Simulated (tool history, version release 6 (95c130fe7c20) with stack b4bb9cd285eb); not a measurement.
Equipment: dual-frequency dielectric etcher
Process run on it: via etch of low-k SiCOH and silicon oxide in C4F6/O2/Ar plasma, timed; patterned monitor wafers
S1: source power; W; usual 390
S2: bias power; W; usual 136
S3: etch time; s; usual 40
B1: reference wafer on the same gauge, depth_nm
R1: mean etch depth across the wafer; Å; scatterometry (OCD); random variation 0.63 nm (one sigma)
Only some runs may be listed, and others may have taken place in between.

{"run": 1, "hour": 0.0, "S1": 390, "S2": 136, "S3": 31.5, "B1": 95.4, "R1": 719}
{"run": 2, "hour": 12.3, "S1": 390, "S2": 136, "S3": 31.5, "B1": 95.4, "R1": 720}
{"run": 3, "hour": 30.2, "S1": 390, "S2": 136, "S3": 40, "B1": 95.1, "R1": 916}
{"run": 4, "hour": 55.1, "S1": 430, "S2": 136, "S3": 40, "B1": 95.3, "R1": 944}
{"run": 5, "hour": 72.9, "S1": 430, "S2": 136, "S3": 40, "B1": 95.3, "R1": 949}
{"run": 6, "hour": 89.5, "S1": 390, "S2": 146, "S3": 40, "B1": 95.4, "R1": 931}
{"run": 7, "hour": 113.4, "S1": 390, "S2": 146, "S3": 40, "B1": 95.6, "R1": 927}
{"run": 8, "hour": 132.5, "S1": 440, "S2": 136, "S3": 40, "B1": 95.6, "R1": 941}
{"run": 9, "hour": 162.2, "S1": 440, "S2": 136, "S3": 40, "B1": 95.6, "R1": 944}
{"hour": 167.2, "done": "gauge calibrated"}
{"run": 10, "hour": 194.1, "S1": 390, "S2": 164, "S3": 48.5, "B1": 95.2, "R1": 1146}
{"run": 11, "hour": 218.5, "S1": 390, "S2": 119, "S3": 40, "B1": 95.4, "R1": 868}
{"hour": 233.0, "done": "source power generator calibrated"}
{"hour": 248.6, "done": "upper electrode replaced"}
{"run": 12, "hour": 249.1, "S1": 390, "S2": 136, "S3": 40, "B1": 95.6, "R1": 894}
{"hour": 271.9, "done": "bias power generator calibrated"}
{"hour": 276.8, "done": "wet clean of the chamber"}
{"run": 13, "hour": 277.3, "S1": 390, "S2": 127, "S3": 40, "B1": 95.3, "R1": 933}
{"run": 14, "hour": 296.6, "S1": 340, "S2": 136, "S3": 40, "B1": 95.1, "R1": 905}
{"run": 15, "hour": 312.8, "S1": 390, "S2": 123, "S3": 35, "B1": 95.5, "R1": 808}
{"run": 16, "hour": 340.1, "S1": 390, "S2": 136, "S3": 47.5, "B1": 95, "R1": 1123}
{"run": 17, "hour": 360.7, "S1": 440, "S2": 136, "S3": 40, "B1": 95.3, "R1": 987}
{"run": 18, "hour": 390.7, "S1": 430, "S2": 116, "S3": 51, "B1": 95.3, "R1": 1217}

Table of differences, measured result less the result of that run with no hidden state. Run-to-run variation is the same in both. Gauge scatter possibly is not:
Hidden state present: etch rate over this chamber's usual, %; source power that arrives over what is set, %; bias power that arrives over what is set, %; gauge reads high (%).
run=1 R1=-22
run=2 R1=-24
run=3 R1=-32
run=4 R1=-35
run=5 R1=-37
run=6 R1=-38
run=7 R1=-40
run=8 R1=-43
run=9 R1=-46
run=10 R1=-60
run=11 R1=-48
run=12 R1=-53
run=13 R1=+6
run=14 R1=+3
run=15 R1=+3
run=16 R1=-1
run=17 R1=-2
run=18 R1=-6
